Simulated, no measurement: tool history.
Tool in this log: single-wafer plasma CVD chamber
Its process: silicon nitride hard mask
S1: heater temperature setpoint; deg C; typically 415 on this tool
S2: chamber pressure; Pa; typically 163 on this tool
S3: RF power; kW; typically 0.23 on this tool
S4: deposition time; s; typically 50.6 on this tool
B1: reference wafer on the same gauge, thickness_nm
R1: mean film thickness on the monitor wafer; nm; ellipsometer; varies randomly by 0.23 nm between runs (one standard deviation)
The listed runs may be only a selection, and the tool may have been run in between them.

| run | hour | S1 | S2 | S3 | S4 | B1 | R1 |
|---|---|---|---|---|---|---|---|
| 1 | 0 | 423 | 163 | 0.23 | 50.6 | 47.606 | 48.852 |
| 2 | 17.1 | 415 | 163 | 0.23 | 50.6 | 47.647 | 49.377 |
| 3 | 23.2 | 415 | 163 | 0.23 | 54.5 | 47.655 | 52.68 |
| 4 | 36.9 | 415 | 163 | 0.23 | 54.5 | 47.659 | 53.086 |
|  | 47.1 | showerhead replaced |
| 5 | 47.6 | 415 | 163 | 0.23 | 54.5 | 47.699 | 53.274 |
| 6 | 54.6 | 415 | 163 | 0.23 | 50.6 | 47.683 | 49.32 |
|  | 68.5 | RF generator calibrated |
|  | 69.5 | capacitance manometer re-zeroed and calibrated |
| 7 | 70 | 426 | 163 | 0.245 | 50.6 | 47.771 | 52.393 |
| 8 | 75.9 | 415 | 163 | 0.265 | 45 | 47.725 | 49.548 |

Run 9 is up next; what results do you expect?
|  | 84.6 | thermocouple changed; heater temperature recalibrated |
| 9 | 85.5 | 406 | 163 | 0.25 | 45.2 | ? | ? |

{"run 9": {"B1": 47.762, "R1": 47.523}}
With the hidden condition absent and the run-to-run variation left alone, this run would have shown R1 47.523 nm.
